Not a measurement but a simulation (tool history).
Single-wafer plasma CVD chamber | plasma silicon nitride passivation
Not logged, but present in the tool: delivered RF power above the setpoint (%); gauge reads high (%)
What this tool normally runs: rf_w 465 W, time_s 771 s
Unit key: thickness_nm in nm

run,hour,rf_w,time_s,wafers since the last listed run,hours since the last RF generator calibration,hours since the showerhead was replaced,hours since the gauge calibration,"read-back reference wafer on the same gauge, thickness_nm",thickness_nm
1,0.0,465,771,0,1319.5,7738.6,248.6,1099.921,1181.058
2,13.5,465,771,33,1333.0,7752.1,262.1,1100.063,1176.656
3,32.9,465,694,47,1352.4,7771.5,281.5,1100.034,1056.715
4,47.1,465,771,35,1366.6,7785.7,295.7,1099.114,1179.029
5,70.3,465,771,57,1389.8,7808.9,318.9,1099.466,1177.645
6,92.4,465,771,54,1411.9,7831.0,341.0,1099.668,1178.273
7,104.9,465,771,30,1424.4,7843.5,353.5,1099.228,1178.406
8,119.9,465,771,37,1439.4,7858.5,368.5,1099.629,1176.780
9,152.5,465,771,80,1472.0,7891.1,401.1,1099.221,1179.711
10,184.2,465,771,78,1503.7,7922.8,432.8,1100.257,1180.385
11,216.1,465,771,78,1535.6,7954.7,464.7,1099.678,1176.456
12,232.4,465,652,40,1551.9,7971.0,481.0,1100.523,995.291
13,246.7,465,652,35,1566.2,7985.3,495.3,1100.322,997.597
14,261.8,465,771,37,1581.3,8000.4,510.4,1099.898,1179.906
15,288.0,465,771,64,1607.5,8026.6,536.6,1100.666,1179.207
16,355.9,490,820,167,1675.4,8094.5,604.5,1099.931,1267.682
17,380.3,490,820,60,1699.8,8118.9,628.9,1100.721,1265.422
18,414.3,440,890,83,1733.8,8152.9,662.9,1098.904,1341.275
19,439.3,530,771,61,1758.8,8177.9,687.9,1100.232,1211.187
20,461.7,530,771,55,1781.2,8200.3,710.3,1100.608,1212.126
# hour 469.8: showerhead replaced
21,481.2,530,771,28,1800.7,11.4,729.8,1100.170,1211.282
22,494.2,465,771,32,1813.7,24.4,742.8,1099.285,1177.882
# hour 502.1: gauge calibrated
23,526.7,380,662,80,1846.2,56.9,24.6,1099.473,972.194
24,552.0,395,860,62,1871.5,82.2,49.9,1098.702,1277.798
# hour 572.4: RF generator calibrated
25,573.9,410,771,34,1.5,104.1,71.8,1099.492,1164.704
26,591.1,385,661,42,18.7,121.3,89.0,1099.620,988.987
27,613.0,555,624,54,40.6,143.2,110.9,1100.594,1003.477
28,631.9,465,771,46,59.5,162.1,129.8,1100.036,1191.391
29,647.1,375,835,37,74.7,177.3,145.0,1100.361,1238.882
30,681.2,410,650,84,108.8,211.4,179.1,1099.940,981.639
31,701.2,465,771,49,128.8,231.4,199.1,1100.410,1195.579
32,732.9,375,835,78,160.5,263.1,230.8,1099.401,1234.069
33,753.8,465,695,51,181.4,284.0,251.7,1100.397,1072.810
34,786.4,465,889,80,214.0,316.6,284.3,1099.746,1375.309
35,810.9,465,842,60,238.5,341.1,308.8,1100.010,1300.219
36,843.3,550,771,80,270.9,373.5,341.2,1098.507,1234.923
37,877.6,540,861,84,305.2,407.8,375.5,1099.414,1368.385
38,893.4,545,838,39,321.0,423.6,391.3,1100.421,1332.522
39,920.4,465,771,66,348.0,450.6,418.3,1100.132,1190.548
40,953.6,465,842,81,381.2,483.8,451.5,1098.944,1290.392
41,980.7,500,619,66,408.3,510.9,478.6,1100.939,968.912
42,1012.1,500,693,77,439.7,542.3,510.0,1100.335,1083.894
43,1047.4,435,919,87,475.0,577.6,545.3,1100.429,1390.241
44,1152.8,390,821,260,580.4,683.0,650.7,1100.482,1212.807

Subtracting, for every run, the result it would have given without the tool's unlogged condition from the measured result gives the following. The same run-to-run variation enters both numbers; the gauge's scatter may not:
run,thickness_nm
1,-18.265
2,-18.243
3,-16.442
4,-18.392
5,-18.443
6,-18.520
7,-18.559
8,-18.577
9,-18.713
10,-18.805
11,-18.821
12,-15.954
13,-16.019
14,-18.980
15,-19.026
16,-20.597
17,-20.608
18,-21.910
19,-19.827
20,-19.879
21,-19.895
22,-19.366
23,-16.022
24,-21.095
25,-0.423
26,-0.853
27,-1.483
28,-2.372
29,-2.963
30,-3.196
31,-4.471
32,-5.521
33,-5.297
34,-7.740
35,-7.960
36,-8.329
37,-10.080
38,-10.183
39,-9.637
40,-11.127
41,-8.752
42,-10.279
43,-13.849
44,-13.619
